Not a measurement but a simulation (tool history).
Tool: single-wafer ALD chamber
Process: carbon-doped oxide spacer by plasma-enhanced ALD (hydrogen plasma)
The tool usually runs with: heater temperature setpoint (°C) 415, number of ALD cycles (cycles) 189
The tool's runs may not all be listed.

run,hour,heater temperature setpoint (°C),number of ALD cycles (cycles),"read-back reference wafer on the same gauge, thickness_nm",mean film thickness on the monitor wafer (angstrom)
1,0.0,415,189,10.682,94.07
2,26.9,415,189,10.678,94.07
3,60.8,415,189,10.683,94.46
4,90.0,415,189,10.682,94.99
5,109.1,415,189,10.683,94.58
6,131.7,415,189,10.682,94.59
7,150.9,415,189,10.680,94.93
8,163.3,415,189,10.682,94.79
9,195.8,415,189,10.677,94.66
10,224.8,415,189,10.680,95.32
11,257.0,415,164,10.678,82.26
12,289.6,415,164,10.685,82.78
13,368.6,426,189,10.681,92.31
14,400.1,426,189,10.680,92.42
15,427.0,415,208,10.679,104.72
16,453.6,415,208,10.676,104.69
17,480.7,415,160,10.678,80.96
18,506.7,415,160,10.686,80.80
19,538.1,415,189,10.679,95.39
20,557.9,415,200,10.677,100.91
21,583.0,415,200,10.684,100.42
22,656.2,404,189,10.675,98.17
23,669.1,401,189,10.676,98.20
24,694.1,404,226,10.680,118.25
25,746.1,407,159,10.681,81.98
26,758.9,415,189,10.679,95.34
27,855.6,415,189,10.676,95.85
28,875.9,415,189,10.680,95.41
29,899.6,415,189,10.682,95.94
# hour 911.6: thermocouple changed; heater temperature recalibrated
# hour 919.1: gauge calibrated
30,931.8,415,174,10.680,86.91
31,945.3,415,189,10.676,94.66
32,964.0,415,189,10.673,94.64
33,986.2,415,189,10.678,94.68
34,1012.6,424,179,10.679,87.73
35,1025.6,415,165,10.679,82.68
36,1044.3,420,159,10.684,79.19
37,1061.4,415,162,10.683,81.36
38,1091.0,415,159,10.676,80.39
39,1116.5,405,153,10.678,79.32
40,1142.1,425,189,10.682,92.56
41,1157.9,401,216,10.676,112.03
42,1193.0,415,189,10.675,95.73
43,1218.7,415,200,10.678,101.08
44,1244.9,425,203,10.674,99.60

Predict each of these 4 candidate next runs independently; none follows another, all start after run 44:
A,1245.6,415,189,?,?
B,1245.6,403,163,?,?
C,1245.6,409,189,?,?
D,1245.6,424,155,?,?

run,"read-back reference wafer on the same gauge, thickness_nm",mean film thickness on the monitor wafer (angstrom)
A,10.686,95.66
B,10.686,85.22
C,10.686,97.27
D,10.686,76.48
Stripped of hidden state, with their random variation kept, the same runs would have yielded:
run,mean film thickness on the monitor wafer (angstrom)
A,94.37
B,84.16
C,95.97
D,75.42

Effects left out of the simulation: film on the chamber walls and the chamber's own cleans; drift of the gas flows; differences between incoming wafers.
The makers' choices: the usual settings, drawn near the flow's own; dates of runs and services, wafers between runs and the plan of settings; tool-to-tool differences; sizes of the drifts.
